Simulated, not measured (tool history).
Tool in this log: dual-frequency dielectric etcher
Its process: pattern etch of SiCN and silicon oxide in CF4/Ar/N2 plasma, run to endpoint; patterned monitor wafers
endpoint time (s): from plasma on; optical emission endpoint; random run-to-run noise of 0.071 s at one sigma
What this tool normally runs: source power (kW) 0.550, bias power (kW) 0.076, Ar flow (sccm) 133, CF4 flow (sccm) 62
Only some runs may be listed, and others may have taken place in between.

run	hour	source power (kW)	bias power (kW)	Ar flow (sccm)	CF4 flow (sccm)	wafers since the last listed run	hours since the last wet clean	hours since the last source power generator calibration	hours since the last bias power generator calibration	hours since the last Ar flow controller change	hours since the last CF4 flow controller change	hours since the last upper electrode change	incoming incoming film thickness, nm	endpoint time (s)
1	0.0	0.550	0.064	133	62	0	9.1	1539.4	2118.5	2070.6	1893.0	4381.1	11.27	14.4
2	18.2	0.550	0.064	133	62	214	27.3	1557.6	2136.7	2088.8	1911.2	4399.3	11.39	14.5
3	94.4	0.550	0.076	133	62	897	103.5	1633.8	2212.9	2165.0	1987.4	4475.5	11.36	13.1
4	118.9	0.550	0.076	133	62	288	128.0	1658.3	2237.4	2189.5	2011.9	4500.0	11.46	13.3
5	147.5	0.550	0.076	133	62	336	156.6	1686.9	2266.0	2218.1	2040.5	4528.6	11.28	13.2
# hour 179.9: CF4 flow controller replaced
# hour 179.9: upper electrode replaced, of another model than before
6	180.4	0.550	0.076	133	62	316	189.5	1719.8	2298.9	2251.0	0.5	0.5	11.45	13.4
7	192.9	0.580	0.076	133	62	147	202.0	1732.3	2311.4	2263.5	13.0	13.0	11.35	12.9
8	217.0	0.580	0.076	133	62	283	226.1	1756.4	2335.5	2287.6	37.1	37.1	11.49	13.1
9	246.2	0.550	0.076	133	62	343	255.3	1785.6	2364.7	2316.8	66.3	66.3	11.35	13.3
# hour 256.1: Ar flow controller replaced
10	269.7	0.550	0.076	133	62	206	278.8	1809.1	2388.2	13.6	89.8	89.8	11.47	13.5
# hour 292.8: bias power generator calibrated
11	327.8	0.450	0.076	119	62	637	336.9	1867.2	35.0	71.7	147.9	147.9	11.42	15.0
# hour 332.3: source power generator calibrated
12	350.8	0.450	0.076	119	62	223	359.9	18.5	58.0	94.7	170.9	170.9	11.44	14.9
# hour 381.0: wet clean of the chamber
13	381.5	0.550	0.076	133	62	78	0.5	49.2	88.7	125.4	201.6	201.6	11.33	13.2
14	402.2	0.550	0.076	133	62	243	21.2	69.9	109.4	146.1	222.3	222.3	11.40	13.2
15	423.1	0.550	0.071	133	49	246	42.1	90.8	130.3	167.0	243.2	243.2	11.47	14.9
16	446.0	0.440	0.076	111	62	269	65.0	113.7	153.2	189.9	266.1	266.1	11.35	14.6
17	479.5	0.550	0.076	151	62	394	98.5	147.2	186.7	223.4	299.6	299.6	11.29	13.5
18	509.3	0.650	0.076	133	62	351	128.3	177.0	216.5	253.2	329.4	329.4	11.28	11.8
19	529.1	0.550	0.076	133	62	233	148.1	196.8	236.3	273.0	349.2	349.2	11.37	13.2
20	548.5	0.650	0.076	133	62	228	167.5	216.2	255.7	292.4	368.6	368.6	11.45	11.9
21	569.3	0.550	0.062	151	54	245	188.3	237.0	276.5	313.2	389.4	389.4	11.42	17.7
22	582.9	0.550	0.092	114	72	160	201.9	250.6	290.1	326.8	403.0	403.0	11.36	10.8
23	595.4	0.550	0.091	146	62	147	214.4	263.1	302.6	339.3	415.5	415.5	11.44	11.8
24	621.9	0.500	0.076	114	48	312	240.9	289.6	329.1	365.8	442.0	442.0	11.47	14.3
25	636.6	0.550	0.076	153	62	173	255.6	304.3	343.8	380.5	456.7	456.7	11.41	14.0

Here are 3 independent what-if runs from the current tool condition. What would each one return?
A	637.0	0.460	0.076	133	62	4	256.0	304.7	344.2	380.9	457.1	457.1	11.30	?
B	637.0	0.650	0.064	104	75	4	256.0	304.7	344.2	380.9	457.1	457.1	11.30	?
C	637.0	0.490	0.076	109	62	4	256.0	304.7	344.2	380.9	457.1	457.1	11.30	?

run	endpoint time (s)
A	14.9
B	12.6
C	13.6
Without the tool's hidden state the same runs would have given:
run	endpoint time (s)
A	14.6
B	12.3
C	13.4
